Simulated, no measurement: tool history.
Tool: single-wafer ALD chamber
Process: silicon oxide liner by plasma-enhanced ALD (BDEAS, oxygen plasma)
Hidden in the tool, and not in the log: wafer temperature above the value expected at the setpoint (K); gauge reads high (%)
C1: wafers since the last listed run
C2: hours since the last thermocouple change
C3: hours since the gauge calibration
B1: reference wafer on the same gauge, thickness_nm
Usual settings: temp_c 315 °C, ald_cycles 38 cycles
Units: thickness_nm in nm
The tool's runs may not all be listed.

{"run": 1, "day": 0.0, "temp_c": 326, "ald_cycles": 34, "C1": 0, "C2": 1567.3, "C3": 347.3, "B1": 4.179, "thickness_nm": 3.369}
{"run": 2, "day": 1.242, "temp_c": 326, "ald_cycles": 34, "C1": 152, "C2": 1597.1, "C3": 377.1, "B1": 4.18, "thickness_nm": 3.379}
{"run": 3, "day": 2.183, "temp_c": 306, "ald_cycles": 38, "C1": 115, "C2": 1619.7, "C3": 399.7, "B1": 4.183, "thickness_nm": 3.869}
{"run": 4, "day": 3.404, "temp_c": 315, "ald_cycles": 38, "C1": 149, "C2": 1649.0, "C3": 429.0, "B1": 4.183, "thickness_nm": 3.845}
{"run": 5, "day": 4.567, "temp_c": 315, "ald_cycles": 38, "C1": 142, "C2": 1676.9, "C3": 456.9, "B1": 4.179, "thickness_nm": 3.83}
{"run": 6, "day": 5.296, "temp_c": 315, "ald_cycles": 38, "C1": 89, "C2": 1694.4, "C3": 474.4, "B1": 4.179, "thickness_nm": 3.839}
{"run": 7, "day": 6.125, "temp_c": 319, "ald_cycles": 38, "C1": 101, "C2": 1714.3, "C3": 494.3, "B1": 4.186, "thickness_nm": 3.816}
{"run": 8, "day": 7.621, "temp_c": 315, "ald_cycles": 44, "C1": 183, "C2": 1750.2, "C3": 530.2, "B1": 4.188, "thickness_nm": 4.449}
{"run": 9, "day": 8.921, "temp_c": 315, "ald_cycles": 44, "C1": 159, "C2": 1781.4, "C3": 561.4, "B1": 4.187, "thickness_nm": 4.445}
{"run": 10, "day": 9.504, "temp_c": 315, "ald_cycles": 44, "C1": 71, "C2": 1795.4, "C3": 575.4, "B1": 4.189, "thickness_nm": 4.442}
{"run": 11, "day": 10.871, "temp_c": 315, "ald_cycles": 38, "C1": 167, "C2": 1828.2, "C3": 608.2, "B1": 4.182, "thickness_nm": 3.851}
{"run": 12, "day": 12.288, "temp_c": 315, "ald_cycles": 38, "C1": 173, "C2": 1862.2, "C3": 642.2, "B1": 4.193, "thickness_nm": 3.862}
{"run": 13, "day": 13.046, "temp_c": 315, "ald_cycles": 38, "C1": 92, "C2": 1880.4, "C3": 660.4, "B1": 4.192, "thickness_nm": 3.844}
{"day": 13.462, "done": "gauge calibrated"}
{"run": 14, "day": 17.304, "temp_c": 324, "ald_cycles": 45, "C1": 521, "C2": 1982.6, "C3": 92.2, "B1": 4.157, "thickness_nm": 4.455}
{"run": 15, "day": 18.117, "temp_c": 324, "ald_cycles": 35, "C1": 99, "C2": 2002.1, "C3": 111.7, "B1": 4.157, "thickness_nm": 3.455}
{"run": 16, "day": 19.0, "temp_c": 315, "ald_cycles": 32, "C1": 108, "C2": 2023.3, "C3": 132.9, "B1": 4.158, "thickness_nm": 3.213}
{"run": 17, "day": 20.442, "temp_c": 327, "ald_cycles": 32, "C1": 176, "C2": 2057.9, "C3": 167.5, "B1": 4.166, "thickness_nm": 3.176}
{"run": 18, "day": 21.671, "temp_c": 326, "ald_cycles": 34, "C1": 150, "C2": 2087.4, "C3": 197.0, "B1": 4.168, "thickness_nm": 3.384}
{"run": 19, "day": 22.729, "temp_c": 300, "ald_cycles": 36, "C1": 129, "C2": 2112.8, "C3": 222.4, "B1": 4.175, "thickness_nm": 3.696}
{"day": 23.725, "done": "thermocouple changed; heater temperature recalibrated"}
{"run": 20, "day": 23.746, "temp_c": 309, "ald_cycles": 38, "C1": 83, "C2": 0.5, "C3": 246.8, "B1": 4.174, "thickness_nm": 3.862}
{"run": 21, "day": 24.804, "temp_c": 303, "ald_cycles": 44, "C1": 129, "C2": 25.9, "C3": 272.2, "B1": 4.182, "thickness_nm": 4.503}
{"run": 22, "day": 25.379, "temp_c": 315, "ald_cycles": 31, "C1": 70, "C2": 39.7, "C3": 286.0, "B1": 4.181, "thickness_nm": 3.124}
{"run": 23, "day": 29.625, "temp_c": 310, "ald_cycles": 44, "C1": 520, "C2": 141.6, "C3": 387.9, "B1": 4.193, "thickness_nm": 4.483}
{"run": 24, "day": 30.912, "temp_c": 315, "ald_cycles": 33, "C1": 157, "C2": 172.5, "C3": 418.8, "B1": 4.196, "thickness_nm": 3.327}
{"run": 25, "day": 31.758, "temp_c": 315, "ald_cycles": 38, "C1": 103, "C2": 192.8, "C3": 439.1, "B1": 4.19, "thickness_nm": 3.851}
{"run": 26, "day": 32.546, "temp_c": 307, "ald_cycles": 41, "C1": 96, "C2": 211.7, "C3": 458.0, "B1": 4.19, "thickness_nm": 4.186}

Forecast each of these 5 alternatives for the next run:
{"run": "A", "day": 32.567, "temp_c": 326, "ald_cycles": 38, "C1": 2, "C2": 212.2, "C3": 458.5, "B1": "?", "thickness_nm": "?"}
{"run": "B", "day": 32.567, "temp_c": 302, "ald_cycles": 34, "C1": 2, "C2": 212.2, "C3": 458.5, "B1": "?", "thickness_nm": "?"}
{"run": "C", "day": 32.567, "temp_c": 327, "ald_cycles": 45, "C1": 2, "C2": 212.2, "C3": 458.5, "B1": "?", "thickness_nm": "?"}
{"run": "D", "day": 32.567, "temp_c": 310, "ald_cycles": 33, "C1": 2, "C2": 212.2, "C3": 458.5, "B1": "?", "thickness_nm": "?"}
{"run": "E", "day": 32.567, "temp_c": 304, "ald_cycles": 38, "C1": 2, "C2": 212.2, "C3": 458.5, "B1": "?", "thickness_nm": "?"}

run=A B1=4.193 thickness_nm=3.787
run=B B1=4.193 thickness_nm=3.492
run=C B1=4.193 thickness_nm=4.479
run=D B1=4.193 thickness_nm=3.356
run=E B1=4.193 thickness_nm=3.894
Without the tool's hidden state the same runs would have given:
run=A thickness_nm=3.730
run=B thickness_nm=3.440
run=C thickness_nm=4.412
run=D thickness_nm=3.306
run=E thickness_nm=3.835
